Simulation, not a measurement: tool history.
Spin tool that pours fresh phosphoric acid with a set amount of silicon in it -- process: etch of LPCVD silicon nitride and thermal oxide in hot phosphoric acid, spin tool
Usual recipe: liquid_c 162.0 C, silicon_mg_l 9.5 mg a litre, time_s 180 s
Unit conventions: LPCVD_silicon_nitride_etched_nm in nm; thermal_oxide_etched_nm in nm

run,hour,liquid_c,silicon_mg_l,time_s,"read-back film thickness of the LPCVD silicon nitride reference wafer, read on the same gauge (nm)","read-back film thickness of the thermal oxide reference wafer, read on the same gauge (nm)",LPCVD_silicon_nitride_etched_nm,thermal_oxide_etched_nm
1,0.0,162.0,9.5,180,39.99,120.032,18.12,0.427
2,257.0,162.0,9.5,180,40.02,120.038,17.87,0.440
3,306.5,162.0,9.5,180,40.00,119.993,18.09,0.504
# hour 336.6: thermometer replaced
4,394.0,162.0,9.5,180,39.99,120.055,18.06,0.449
5,493.9,162.0,11.0,95,39.97,120.020,9.50,0.226
6,576.4,162.0,11.0,95,40.01,119.957,9.51,0.225
7,657.9,162.0,11.0,95,39.96,119.970,9.59,0.224
8,748.1,162.0,11.0,95,39.99,120.054,9.43,0.235
9,849.2,165.0,6.5,120,39.98,120.043,13.18,0.421
# hour 850.6: gauge calibrated
# hour 857.0: heated supply line repaired
# hour 910.8: dissolved silicon flow meter replaced
10,930.0,162.0,7.5,125,40.00,119.987,12.49,0.327
# hour 948.3: thermometer replaced
11,1027.1,163.5,15.5,245,39.99,119.997,25.16,0.661
12,1113.1,164.5,3.0,80,40.03,119.993,8.72,0.264
13,1179.5,162.0,9.5,95,39.99,120.014,9.39,0.238
14,1243.9,161.0,14.5,215,40.01,120.013,20.44,0.504
15,1286.2,159.0,9.5,180,40.00,120.000,16.08,0.383

Below are 4 alternative next runs, each starting from the tool's condition after run 15. Predict each:
A,1286.7,162.0,9.5,255,?,?,?,?
B,1286.7,160.0,5.5,145,?,?,?,?
C,1286.7,162.0,13.0,85,?,?,?,?
D,1286.7,164.5,16.0,210,?,?,?,?

run,"read-back film thickness of the LPCVD silicon nitride reference wafer, read on the same gauge (nm)","read-back film thickness of the thermal oxide reference wafer, read on the same gauge (nm)",LPCVD_silicon_nitride_etched_nm,thermal_oxide_etched_nm
A,39.99,119.990,25.69,0.637
B,39.99,119.990,13.66,0.340
C,39.99,119.990,8.56,0.196
D,39.99,119.990,22.98,0.540
Had the tool no hidden state, the same runs would have come out as:
run,LPCVD_silicon_nitride_etched_nm,thermal_oxide_etched_nm
A,25.69,0.637
B,13.66,0.340
C,8.56,0.196
D,22.98,0.540
